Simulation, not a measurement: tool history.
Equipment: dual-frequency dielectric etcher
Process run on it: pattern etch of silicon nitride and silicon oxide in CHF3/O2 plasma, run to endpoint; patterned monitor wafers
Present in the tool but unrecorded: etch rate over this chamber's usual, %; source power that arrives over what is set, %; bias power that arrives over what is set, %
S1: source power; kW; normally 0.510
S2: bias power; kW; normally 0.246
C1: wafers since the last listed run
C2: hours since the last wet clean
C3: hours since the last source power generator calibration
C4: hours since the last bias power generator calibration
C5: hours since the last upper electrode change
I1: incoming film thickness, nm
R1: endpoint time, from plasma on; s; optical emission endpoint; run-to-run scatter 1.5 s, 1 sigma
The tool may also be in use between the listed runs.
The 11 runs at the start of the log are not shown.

run 12 hour=167.7 | S1=0.600 S2=0.246 | C1=2 C2=0.8 C3=23.2 C4=3630.8 C5=2891.2 | I1=317.2 | R1=189.5
run 13 hour=168.1 | S1=0.600 S2=0.246 | C1=2 C2=1.2 C3=23.6 C4=3631.2 C5=2891.6 | I1=316.3 | R1=189.8
run 14 hour=174.9 | S1=0.510 S2=0.246 | C1=46 C2=8.0 C3=30.4 C4=3638.0 C5=2898.4 | I1=316.4 | R1=208.3
-- hour=209.9 upper electrode replaced
run 15 hour=210.4 | S1=0.510 S2=0.198 | C1=78 C2=43.5 C3=65.9 C4=3673.5 C5=0.5 | I1=316.6 | R1=228.3
run 16 hour=210.8 | S1=0.460 S2=0.246 | C1=2 C2=43.9 C3=66.3 C4=3673.9 C5=0.9 | I1=317.5 | R1=217.4
run 17 hour=216.7 | S1=0.610 S2=0.216 | C1=40 C2=49.8 C3=72.2 C4=3679.8 C5=6.8 | I1=314.9 | R1=201.9
-- hour=228.7 bias power generator calibrated
run 18 hour=230.0 | S1=0.600 S2=0.270 | C1=63 C2=63.1 C3=85.5 C4=1.3 C5=20.1 | I1=315.7 | R1=181.5
run 19 hour=237.1 | S1=0.510 S2=0.246 | C1=48 C2=70.2 C3=92.6 C4=8.4 C5=27.2 | I1=316.0 | R1=206.4
run 20 hour=252.8 | S1=0.540 S2=0.220 | C1=107 C2=85.9 C3=108.3 C4=24.1 C5=42.9 | I1=318.7 | R1=212.6
run 21 hour=260.2 | S1=0.420 S2=0.246 | C1=50 C2=93.3 C3=115.7 C4=31.5 C5=50.3 | I1=323.1 | R1=237.7
run 22 hour=277.9 | S1=0.430 S2=0.193 | C1=120 C2=111.0 C3=133.4 C4=49.2 C5=68.0 | I1=316.3 | R1=254.7
run 23 hour=293.8 | S1=0.400 S2=0.246 | C1=108 C2=126.9 C3=149.3 C4=65.1 C5=83.9 | I1=319.9 | R1=241.3
run 24 hour=309.4 | S1=0.600 S2=0.199 | C1=106 C2=142.5 C3=164.9 C4=80.7 C5=99.5 | I1=321.2 | R1=214.4
run 25 hour=318.8 | S1=0.510 S2=0.246 | C1=64 C2=151.9 C3=174.3 C4=90.1 C5=108.9 | I1=319.3 | R1=213.2
run 26 hour=326.5 | S1=0.510 S2=0.246 | C1=52 C2=159.6 C3=182.0 C4=97.8 C5=116.6 | I1=315.6 | R1=210.2
run 27 hour=336.4 | S1=0.570 S2=0.300 | C1=67 C2=169.5 C3=191.9 C4=107.7 C5=126.5 | I1=316.1 | R1=182.9
run 28 hour=343.6 | S1=0.510 S2=0.246 | C1=49 C2=176.7 C3=199.1 C4=114.9 C5=133.7 | I1=316.1 | R1=209.1
run 29 hour=356.5 | S1=0.510 S2=0.246 | C1=88 C2=189.6 C3=212.0 C4=127.8 C5=146.6 | I1=319.3 | R1=213.6
run 30 hour=365.0 | S1=0.560 S2=0.195 | C1=58 C2=198.1 C3=220.5 C4=136.3 C5=155.1 | I1=318.4 | R1=226.2

Predict each of these 5 candidate next runs independently; none follows another, all start after run 30:
run A hour=365.5 | S1=0.610 S2=0.246 | C1=3 C2=198.6 C3=221.0 C4=136.8 C5=155.6 | I1=314.5 | R1=?
run B hour=365.5 | S1=0.560 S2=0.209 | C1=3 C2=198.6 C3=221.0 C4=136.8 C5=155.6 | I1=314.5 | R1=?
run C hour=365.5 | S1=0.630 S2=0.263 | C1=3 C2=198.6 C3=221.0 C4=136.8 C5=155.6 | I1=314.5 | R1=?
run D hour=365.5 | S1=0.400 S2=0.293 | C1=3 C2=198.6 C3=221.0 C4=136.8 C5=155.6 | I1=314.5 | R1=?
run E hour=365.5 | S1=0.600 S2=0.191 | C1=3 C2=198.6 C3=221.0 C4=136.8 C5=155.6 | I1=314.5 | R1=?

run=A R1=192.0
run=B R1=215.8
run=C R1=183.4
run=D R1=221.6
run=E R1=217.1
Without the tool's hidden state the same runs would have given:
run=A R1=187.6
run=B R1=210.8
run=C R1=179.2
run=D R1=216.5
run=E R1=212.1

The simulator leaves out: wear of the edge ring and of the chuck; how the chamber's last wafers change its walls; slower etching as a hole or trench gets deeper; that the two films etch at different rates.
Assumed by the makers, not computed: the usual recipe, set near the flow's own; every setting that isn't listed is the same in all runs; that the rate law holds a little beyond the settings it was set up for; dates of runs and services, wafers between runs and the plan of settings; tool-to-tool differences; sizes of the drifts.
